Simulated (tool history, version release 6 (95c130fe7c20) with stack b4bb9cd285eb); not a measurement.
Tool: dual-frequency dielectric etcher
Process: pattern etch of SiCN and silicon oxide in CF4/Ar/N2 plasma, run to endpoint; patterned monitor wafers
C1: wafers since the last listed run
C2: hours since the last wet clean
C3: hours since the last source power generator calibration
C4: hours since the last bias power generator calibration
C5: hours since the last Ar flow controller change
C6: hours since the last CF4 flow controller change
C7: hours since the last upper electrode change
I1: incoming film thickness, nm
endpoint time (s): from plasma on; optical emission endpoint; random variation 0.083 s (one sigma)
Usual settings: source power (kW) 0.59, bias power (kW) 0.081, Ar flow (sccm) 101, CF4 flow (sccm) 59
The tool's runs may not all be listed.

{"run": 1, "hour": 0.0, "source power (kW)": 0.59, "bias power (kW)": 0.081, "Ar flow (sccm)": 101, "CF4 flow (sccm)": 59, "C1": 0, "C2": 354.2, "C3": 3611, "C4": 3493.8, "C5": 3722.1, "C6": 4319.8, "C7": 4261.2, "I1": 14.61, "endpoint time (s)": 12.8}
{"run": 2, "hour": 82.8, "source power (kW)": 0.59, "bias power (kW)": 0.081, "Ar flow (sccm)": 101, "CF4 flow (sccm)": 59, "C1": 1605, "C2": 437, "C3": 3693.8, "C4": 3576.6, "C5": 3804.9, "C6": 4402.6, "C7": 4344, "I1": 14.65, "endpoint time (s)": 12.7}
{"hour": 166.4, "done": "wet clean of the chamber"}
{"hour": 186.9, "done": "bias power generator calibrated"}
{"run": 3, "hour": 190.3, "source power (kW)": 0.59, "bias power (kW)": 0.081, "Ar flow (sccm)": 86, "CF4 flow (sccm)": 59, "C1": 1541, "C2": 23.9, "C3": 3801.3, "C4": 3.4, "C5": 3912.4, "C6": 4510.1, "C7": 4451.5, "I1": 14.58, "endpoint time (s)": 12.4}
{"hour": 285.4, "done": "Ar flow controller replaced"}
{"run": 4, "hour": 291.4, "source power (kW)": 0.59, "bias power (kW)": 0.081, "Ar flow (sccm)": 86, "CF4 flow (sccm)": 59, "C1": 1844, "C2": 125, "C3": 3902.4, "C4": 104.5, "C5": 6, "C6": 4611.2, "C7": 4552.6, "I1": 14.58, "endpoint time (s)": 12.4}
{"run": 5, "hour": 381.3, "source power (kW)": 0.59, "bias power (kW)": 0.081, "Ar flow (sccm)": 101, "CF4 flow (sccm)": 59, "C1": 1743, "C2": 214.9, "C3": 3992.3, "C4": 194.4, "C5": 95.9, "C6": 4701.1, "C7": 4642.5, "I1": 14.55, "endpoint time (s)": 12.5}
{"run": 6, "hour": 431.3, "source power (kW)": 0.59, "bias power (kW)": 0.081, "Ar flow (sccm)": 101, "CF4 flow (sccm)": 59, "C1": 969, "C2": 264.9, "C3": 4042.3, "C4": 244.4, "C5": 145.9, "C6": 4751.1, "C7": 4692.5, "I1": 14.58, "endpoint time (s)": 12.7}
{"run": 7, "hour": 525.8, "source power (kW)": 0.59, "bias power (kW)": 0.081, "Ar flow (sccm)": 101, "CF4 flow (sccm)": 59, "C1": 1832, "C2": 359.4, "C3": 4136.8, "C4": 338.9, "C5": 240.4, "C6": 4845.6, "C7": 4787, "I1": 14.59, "endpoint time (s)": 12.6}
{"hour": 619.2, "done": "wet clean of the chamber"}
{"run": 8, "hour": 620.7, "source power (kW)": 0.59, "bias power (kW)": 0.081, "Ar flow (sccm)": 101, "CF4 flow (sccm)": 59, "C1": 1374, "C2": 1.5, "C3": 4231.7, "C4": 433.8, "C5": 335.3, "C6": 4940.5, "C7": 4881.9, "I1": 14.58, "endpoint time (s)": 12.6}
{"run": 9, "hour": 697.2, "source power (kW)": 0.66, "bias power (kW)": 0.091, "Ar flow (sccm)": 101, "CF4 flow (sccm)": 54, "C1": 1483, "C2": 78, "C3": 4308.2, "C4": 510.3, "C5": 411.8, "C6": 5017, "C7": 4958.4, "I1": 14.63, "endpoint time (s)": 10.7}
{"hour": 745.1, "done": "source power generator calibrated"}
{"run": 10, "hour": 783.9, "source power (kW)": 0.59, "bias power (kW)": 0.088, "Ar flow (sccm)": 118, "CF4 flow (sccm)": 72, "C1": 1603, "C2": 164.7, "C3": 38.8, "C4": 597, "C5": 498.5, "C6": 5103.7, "C7": 5045.1, "I1": 14.69, "endpoint time (s)": 12.8}
{"run": 11, "hour": 837.1, "source power (kW)": 0.49, "bias power (kW)": 0.081, "Ar flow (sccm)": 119, "CF4 flow (sccm)": 59, "C1": 1031, "C2": 217.9, "C3": 92, "C4": 650.2, "C5": 551.7, "C6": 5156.9, "C7": 5098.3, "I1": 14.58, "endpoint time (s)": 16.5}
{"run": 12, "hour": 875.3, "source power (kW)": 0.71, "bias power (kW)": 0.069, "Ar flow (sccm)": 101, "CF4 flow (sccm)": 59, "C1": 740, "C2": 256.1, "C3": 130.2, "C4": 688.4, "C5": 589.9, "C6": 5195.1, "C7": 5136.5, "I1": 14.63, "endpoint time (s)": 12.4}
{"hour": 960.3, "done": "CF4 flow controller replaced"}
{"run": 13, "hour": 968.3, "source power (kW)": 0.59, "bias power (kW)": 0.081, "Ar flow (sccm)": 101, "CF4 flow (sccm)": 64, "C1": 1687, "C2": 349.1, "C3": 223.2, "C4": 781.4, "C5": 682.9, "C6": 8, "C7": 5229.5, "I1": 14.42, "endpoint time (s)": 13}
{"run": 14, "hour": 1050.2, "source power (kW)": 0.59, "bias power (kW)": 0.081, "Ar flow (sccm)": 101, "CF4 flow (sccm)": 59, "C1": 1588, "C2": 431, "C3": 305.1, "C4": 863.3, "C5": 764.8, "C6": 89.9, "C7": 5311.4, "I1": 14.56, "endpoint time (s)": 13.5}
{"hour": 1083.5, "done": "wet clean of the chamber"}
{"run": 15, "hour": 1099.4, "source power (kW)": 0.59, "bias power (kW)": 0.081, "Ar flow (sccm)": 101, "CF4 flow (sccm)": 59, "C1": 488, "C2": 15.9, "C3": 354.3, "C4": 912.5, "C5": 814, "C6": 139.1, "C7": 5360.6, "I1": 14.58, "endpoint time (s)": 13.4}
{"run": 16, "hour": 1195.4, "source power (kW)": 0.65, "bias power (kW)": 0.081, "Ar flow (sccm)": 93, "CF4 flow (sccm)": 54, "C1": 1861, "C2": 111.9, "C3": 450.3, "C4": 1008.5, "C5": 910, "C6": 235.1, "C7": 5456.6, "I1": 14.63, "endpoint time (s)": 12.3}
{"hour": 1355.8, "done": "upper electrode replaced"}
{"run": 17, "hour": 1356.3, "source power (kW)": 0.65, "bias power (kW)": 0.064, "Ar flow (sccm)": 101, "CF4 flow (sccm)": 71, "C1": 2654, "C2": 272.8, "C3": 611.2, "C4": 1169.4, "C5": 1070.9, "C6": 396, "C7": 0.5, "I1": 14.71, "endpoint time (s)": 13.5}
{"run": 18, "hour": 1381.0, "source power (kW)": 0.53, "bias power (kW)": 0.081, "Ar flow (sccm)": 113, "CF4 flow (sccm)": 59, "C1": 479, "C2": 297.5, "C3": 635.9, "C4": 1194.1, "C5": 1095.6, "C6": 420.7, "C7": 25.2, "I1": 14.64, "endpoint time (s)": 15.2}
{"run": 19, "hour": 1453.5, "source power (kW)": 0.59, "bias power (kW)": 0.086, "Ar flow (sccm)": 101, "CF4 flow (sccm)": 59, "C1": 1406, "C2": 370, "C3": 708.4, "C4": 1266.6, "C5": 1168.1, "C6": 493.2, "C7": 97.7, "I1": 14.68, "endpoint time (s)": 13.1}
{"run": 20, "hour": 1525.1, "source power (kW)": 0.59, "bias power (kW)": 0.07, "Ar flow (sccm)": 101, "CF4 flow (sccm)": 59, "C1": 1388, "C2": 441.6, "C3": 780, "C4": 1338.2, "C5": 1239.7, "C6": 564.8, "C7": 169.3, "I1": 14.51, "endpoint time (s)": 14.5}
{"run": 21, "hour": 1616.9, "source power (kW)": 0.59, "bias power (kW)": 0.081, "Ar flow (sccm)": 101, "CF4 flow (sccm)": 59, "C1": 1780, "C2": 533.4, "C3": 871.8, "C4": 1430, "C5": 1331.5, "C6": 656.6, "C7": 261.1, "I1": 14.72, "endpoint time (s)": 13.6}
{"hour": 1641.7, "done": "wet clean of the chamber"}
{"run": 22, "hour": 1719.5, "source power (kW)": 0.59, "bias power (kW)": 0.081, "Ar flow (sccm)": 101, "CF4 flow (sccm)": 59, "C1": 1524, "C2": 77.8, "C3": 974.4, "C4": 1532.6, "C5": 1434.1, "C6": 759.2, "C7": 363.7, "I1": 14.52, "endpoint time (s)": 13.2}
{"run": 23, "hour": 1785.7, "source power (kW)": 0.59, "bias power (kW)": 0.064, "Ar flow (sccm)": 101, "CF4 flow (sccm)": 55, "C1": 1283, "C2": 144, "C3": 1040.6, "C4": 1598.8, "C5": 1500.3, "C6": 825.4, "C7": 429.9, "I1": 14.69, "endpoint time (s)": 15.7}
{"run": 24, "hour": 1841.2, "source power (kW)": 0.59, "bias power (kW)": 0.067, "Ar flow (sccm)": 81, "CF4 flow (sccm)": 52, "C1": 1076, "C2": 199.5, "C3": 1096.1, "C4": 1654.3, "C5": 1555.8, "C6": 880.9, "C7": 485.4, "I1": 14.84, "endpoint time (s)": 15}

Forecast each of these 4 alternatives for the next run:
{"run": "A", "hour": 1841.6, "source power (kW)": 0.59, "bias power (kW)": 0.087, "Ar flow (sccm)": 101, "CF4 flow (sccm)": 59, "C1": 7, "C2": 199.9, "C3": 1096.5, "C4": 1654.7, "C5": 1556.2, "C6": 881.3, "C7": 485.8, "I1": 14.63, "endpoint time (s)": "?"}
{"run": "B", "hour": 1841.6, "source power (kW)": 0.52, "bias power (kW)": 0.081, "Ar flow (sccm)": 94, "CF4 flow (sccm)": 65, "C1": 7, "C2": 199.9, "C3": 1096.5, "C4": 1654.7, "C5": 1556.2, "C6": 881.3, "C7": 485.8, "I1": 14.63, "endpoint time (s)": "?"}
{"run": "C", "hour": 1841.6, "source power (kW)": 0.69, "bias power (kW)": 0.081, "Ar flow (sccm)": 101, "CF4 flow (sccm)": 54, "C1": 7, "C2": 199.9, "C3": 1096.5, "C4": 1654.7, "C5": 1556.2, "C6": 881.3, "C7": 485.8, "I1": 14.63, "endpoint time (s)": "?"}
{"run": "D", "hour": 1841.6, "source power (kW)": 0.47, "bias power (kW)": 0.091, "Ar flow (sccm)": 93, "CF4 flow (sccm)": 72, "C1": 7, "C2": 199.9, "C3": 1096.5, "C4": 1654.7, "C5": 1556.2, "C6": 881.3, "C7": 485.8, "I1": 14.63, "endpoint time (s)": "?"}

run=A endpoint_time_(s)=12.8
run=B endpoint_time_(s)=14.6
run=C endpoint_time_(s)=11.6
run=D endpoint_time_(s)=14.9
Without the tool's hidden state the same runs would have given:
run=A endpoint_time_(s)=12.9
run=B endpoint_time_(s)=14.7
run=C endpoint_time_(s)=11.7
run=D endpoint_time_(s)=15
